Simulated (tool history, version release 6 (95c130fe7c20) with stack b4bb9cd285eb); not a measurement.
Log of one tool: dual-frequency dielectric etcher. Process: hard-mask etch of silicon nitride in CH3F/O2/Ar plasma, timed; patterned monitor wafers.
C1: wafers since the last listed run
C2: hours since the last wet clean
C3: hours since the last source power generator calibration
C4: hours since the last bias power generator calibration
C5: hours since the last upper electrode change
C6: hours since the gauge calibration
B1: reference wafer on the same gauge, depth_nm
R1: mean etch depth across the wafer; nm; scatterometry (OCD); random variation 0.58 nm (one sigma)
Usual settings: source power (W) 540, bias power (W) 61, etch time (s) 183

{"run": 1, "hour": 0.0, "source power (W)": 540, "bias power (W)": 61, "etch time (s)": 183, "C1": 0, "C2": 54.4, "C3": 4415.3, "C4": 3613.6, "C5": 4450.7, "C6": 484.4, "B1": 163.9, "R1": 138.2}
{"run": 2, "hour": 13.4, "source power (W)": 540, "bias power (W)": 61, "etch time (s)": 183, "C1": 120, "C2": 67.8, "C3": 4428.7, "C4": 3627, "C5": 4464.1, "C6": 497.8, "B1": 164.1, "R1": 139.8}
{"run": 3, "hour": 32.5, "source power (W)": 540, "bias power (W)": 61, "etch time (s)": 183, "C1": 172, "C2": 86.9, "C3": 4447.8, "C4": 3646.1, "C5": 4483.2, "C6": 516.9, "B1": 163.9, "R1": 139}
{"run": 4, "hour": 58.4, "source power (W)": 540, "bias power (W)": 61, "etch time (s)": 183, "C1": 233, "C2": 112.8, "C3": 4473.7, "C4": 3672, "C5": 4509.1, "C6": 542.8, "B1": 164.2, "R1": 140.5}
{"hour": 112.5, "done": "source power generator calibrated"}
{"run": 5, "hour": 157.5, "source power (W)": 540, "bias power (W)": 61, "etch time (s)": 183, "C1": 857, "C2": 211.9, "C3": 45, "C4": 3771.1, "C5": 4608.2, "C6": 641.9, "B1": 163.9, "R1": 141.6}
{"run": 6, "hour": 192.0, "source power (W)": 540, "bias power (W)": 61, "etch time (s)": 183, "C1": 311, "C2": 246.4, "C3": 79.5, "C4": 3805.6, "C5": 4642.7, "C6": 676.4, "B1": 164.2, "R1": 141.9}
{"run": 7, "hour": 226.4, "source power (W)": 540, "bias power (W)": 61, "etch time (s)": 183, "C1": 310, "C2": 280.8, "C3": 113.9, "C4": 3840, "C5": 4677.1, "C6": 710.8, "B1": 164.1, "R1": 143}
{"run": 8, "hour": 244.6, "source power (W)": 540, "bias power (W)": 61, "etch time (s)": 183, "C1": 164, "C2": 299, "C3": 132.1, "C4": 3858.2, "C5": 4695.3, "C6": 729, "B1": 163.9, "R1": 141.7}
{"hour": 266.7, "done": "bias power generator calibrated"}
{"hour": 293.2, "done": "upper electrode replaced"}
{"run": 9, "hour": 312.8, "source power (W)": 540, "bias power (W)": 61, "etch time (s)": 183, "C1": 362, "C2": 367.2, "C3": 200.3, "C4": 46.1, "C5": 19.6, "C6": 797.2, "B1": 164.1, "R1": 143.7}
{"run": 10, "hour": 344.6, "source power (W)": 540, "bias power (W)": 61, "etch time (s)": 183, "C1": 286, "C2": 399, "C3": 232.1, "C4": 77.9, "C5": 51.4, "C6": 829, "B1": 163.9, "R1": 142.8}
{"hour": 346.7, "done": "gauge calibrated"}
{"run": 11, "hour": 369.0, "source power (W)": 500, "bias power (W)": 72, "etch time (s)": 212.5, "C1": 219, "C2": 423.4, "C3": 256.5, "C4": 102.3, "C5": 75.8, "C6": 22.3, "B1": 163.9, "R1": 168.4}
{"run": 12, "hour": 381.7, "source power (W)": 490, "bias power (W)": 61, "etch time (s)": 183, "C1": 114, "C2": 436.1, "C3": 269.2, "C4": 115, "C5": 88.5, "C6": 35, "B1": 163.9, "R1": 138.2}
{"run": 13, "hour": 411.6, "source power (W)": 420, "bias power (W)": 69, "etch time (s)": 155.5, "C1": 269, "C2": 466, "C3": 299.1, "C4": 144.9, "C5": 118.4, "C6": 64.9, "B1": 164.3, "R1": 113}
{"run": 14, "hour": 435.1, "source power (W)": 540, "bias power (W)": 61, "etch time (s)": 183, "C1": 211, "C2": 489.5, "C3": 322.6, "C4": 168.4, "C5": 141.9, "C6": 88.4, "B1": 164, "R1": 145}
{"hour": 463.7, "done": "wet clean of the chamber"}
{"run": 15, "hour": 466.7, "source power (W)": 540, "bias power (W)": 61, "etch time (s)": 183, "C1": 68, "C2": 3, "C3": 354.2, "C4": 200, "C5": 173.5, "C6": 120, "B1": 163.9, "R1": 138.4}
{"run": 16, "hour": 524.6, "source power (W)": 540, "bias power (W)": 49, "etch time (s)": 159.5, "C1": 522, "C2": 60.9, "C3": 412.1, "C4": 257.9, "C5": 231.4, "C6": 177.9, "B1": 164, "R1": 114.9}
{"run": 17, "hour": 545.1, "source power (W)": 680, "bias power (W)": 75, "etch time (s)": 157.5, "C1": 184, "C2": 81.4, "C3": 432.6, "C4": 278.4, "C5": 251.9, "C6": 198.4, "B1": 163.7, "R1": 140.6}
{"run": 18, "hour": 569.5, "source power (W)": 540, "bias power (W)": 61, "etch time (s)": 183, "C1": 219, "C2": 105.8, "C3": 457, "C4": 302.8, "C5": 276.3, "C6": 222.8, "B1": 163.9, "R1": 140}
{"run": 19, "hour": 598.9, "source power (W)": 580, "bias power (W)": 72, "etch time (s)": 157, "C1": 265, "C2": 135.2, "C3": 486.4, "C4": 332.2, "C5": 305.7, "C6": 252.2, "B1": 164.1, "R1": 130.2}
{"run": 20, "hour": 619.1, "source power (W)": 640, "bias power (W)": 72, "etch time (s)": 146, "C1": 182, "C2": 155.4, "C3": 506.6, "C4": 352.4, "C5": 325.9, "C6": 272.4, "B1": 164.2, "R1": 126.5}
{"run": 21, "hour": 645.3, "source power (W)": 680, "bias power (W)": 61, "etch time (s)": 221, "C1": 236, "C2": 181.6, "C3": 532.8, "C4": 378.6, "C5": 352.1, "C6": 298.6, "B1": 164.1, "R1": 188.4}
{"run": 22, "hour": 671.4, "source power (W)": 540, "bias power (W)": 61, "etch time (s)": 152.5, "C1": 235, "C2": 207.7, "C3": 558.9, "C4": 404.7, "C5": 378.2, "C6": 324.7, "B1": 164, "R1": 117.8}
{"run": 23, "hour": 697.5, "source power (W)": 540, "bias power (W)": 67, "etch time (s)": 183, "C1": 235, "C2": 233.8, "C3": 585, "C4": 430.8, "C5": 404.3, "C6": 350.8, "B1": 163.8, "R1": 146.7}
{"run": 24, "hour": 732.8, "source power (W)": 680, "bias power (W)": 76, "etch time (s)": 162, "C1": 318, "C2": 269.1, "C3": 620.3, "C4": 466.1, "C5": 439.6, "C6": 386.1, "B1": 163.9, "R1": 145.7}
{"run": 25, "hour": 761.0, "source power (W)": 540, "bias power (W)": 61, "etch time (s)": 183, "C1": 254, "C2": 297.3, "C3": 648.5, "C4": 494.3, "C5": 467.8, "C6": 414.3, "B1": 164, "R1": 143.3}

Run 26 comes next. What will it give?
{"run": 26, "hour": 790.5, "source power (W)": 540, "bias power (W)": 61, "etch time (s)": 183, "C1": 265, "C2": 326.8, "C3": 678, "C4": 523.8, "C5": 497.3, "C6": 443.8, "B1": "?", "R1": "?"}

Run 26 gave B1 164, R1 143.3 nm.
Without the tool's hidden state the same run would have given R1 139.2 nm.
